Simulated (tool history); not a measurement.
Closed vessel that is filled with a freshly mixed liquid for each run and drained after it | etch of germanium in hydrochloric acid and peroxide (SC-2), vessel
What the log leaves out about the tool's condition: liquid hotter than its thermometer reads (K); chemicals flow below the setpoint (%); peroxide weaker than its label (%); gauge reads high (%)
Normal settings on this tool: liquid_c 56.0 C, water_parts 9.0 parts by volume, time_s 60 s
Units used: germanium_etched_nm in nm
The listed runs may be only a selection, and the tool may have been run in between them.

run,hour,liquid_c,water_parts,time_s,wafers since the last listed run,hours since the thermometer was replaced,hours since the chemicals flow meter was replaced,hours since the drum of peroxide was connected,hours since the gauge calibration,"read-back film thickness of the germanium reference wafer, read on the same gauge (nm)",germanium_etched_nm
1,0.0,56.0,9.0,60,0,1993.6,390.2,16.2,317.5,80.02,176.36
2,38.9,56.0,9.0,60,5018,2032.5,429.1,55.1,356.4,79.99,176.74
3,90.4,56.0,9.0,60,6643,2084.0,480.6,106.6,407.9,80.04,176.13
4,120.9,56.0,9.0,60,3934,2114.5,511.1,137.1,438.4,80.01,176.48
# hour 123.5: chemicals flow meter replaced
5,169.3,56.0,9.0,60,6114,2162.9,45.8,185.5,486.8,80.03,176.43
6,217.5,56.0,9.0,60,6217,2211.1,94.0,233.7,535.0,80.02,177.10
7,282.9,56.0,11.5,60,8436,2276.5,159.4,299.1,600.4,79.98,173.00
8,310.4,56.0,11.5,60,3547,2304.0,186.9,326.6,627.9,80.02,172.86
# hour 320.5: new drum of peroxide connected
9,358.1,56.0,12.5,60,6024,2351.7,234.6,37.6,675.6,79.97,171.10
10,421.1,56.0,12.5,60,8127,2414.7,297.6,100.6,738.6,80.01,171.61
11,480.4,56.0,9.0,70,7649,2474.0,356.9,159.9,797.9,80.00,208.43
12,517.5,56.0,9.0,70,4786,2511.1,394.0,197.0,835.0,79.94,209.00
13,569.1,56.0,6.5,60,6656,2562.7,445.6,248.6,886.6,80.00,181.77
14,620.0,56.0,9.0,60,6566,2613.6,496.5,299.5,937.5,79.98,180.26
# hour 631.0: chemicals flow meter replaced
15,671.3,51.5,7.5,60,6488,2664.9,40.3,350.8,988.8,79.98,159.11
# hour 704.8: new drum of peroxide connected
16,708.9,56.0,9.0,60,4721,2702.5,77.9,4.1,1026.4,80.01,180.87
17,748.3,59.0,9.0,90,5082,2741.9,117.3,43.5,1065.8,80.00,295.89
18,794.3,56.0,9.0,30,5934,2787.9,163.3,89.5,1111.8,80.01,89.69
19,833.8,56.0,13.0,75,5095,2827.4,202.8,129.0,1151.3,80.02,215.42
20,883.3,56.0,13.0,60,6385,2876.9,252.3,178.5,1200.8,80.00,172.23
21,914.5,56.0,9.0,60,4024,2908.1,283.5,209.7,1232.0,80.01,180.76
# hour 943.0: gauge calibrated
22,945.2,56.0,7.0,60,3960,2938.8,314.2,240.4,2.2,80.02,184.69
# hour 1003.4: thermometer replaced
23,1007.8,47.5,6.5,60,7946,4.4,376.8,303.0,64.8,80.00,130.07
# hour 1033.0: new drum of peroxide connected
24,1047.4,56.0,7.5,60,4979,44.0,416.4,14.4,104.4,80.00,167.89
# hour 1069.0: chemicals flow meter replaced
25,1097.9,56.0,9.0,60,6385,94.5,28.9,64.9,154.9,80.01,165.02
26,1148.0,63.5,12.5,35,6463,144.6,79.0,115.0,205.0,80.05,115.57
27,1208.3,56.0,9.0,45,7778,204.9,139.3,175.3,265.3,80.03,124.51
28,1270.2,56.0,9.0,60,7985,266.8,201.2,237.2,327.2,79.98,166.66
# hour 1329.6: new drum of peroxide connected
29,1333.7,56.0,11.5,30,8062,330.3,264.7,4.1,390.7,80.01,80.82
30,1377.8,64.0,6.5,85,5689,374.4,308.8,48.2,434.8,79.95,307.75

What if the next run were any one of these 4? Each begins from the tool's condition after run 30:
A,1378.5,56.0,9.0,60,90,375.1,309.5,48.9,435.5,?,?
B,1378.5,61.5,9.0,60,90,375.1,309.5,48.9,435.5,?,?
C,1378.5,49.0,9.0,60,90,375.1,309.5,48.9,435.5,?,?
D,1378.5,59.5,9.0,60,90,375.1,309.5,48.9,435.5,?,?

run,"read-back film thickness of the germanium reference wafer, read on the same gauge (nm)",germanium_etched_nm
A,80.05,167.28
B,80.05,196.98
C,80.05,134.66
D,80.05,185.75
Stripped of hidden state, with their random variation kept, the same runs would have yielded:
run,germanium_etched_nm
A,165.47
B,194.92
C,133.13
D,183.78
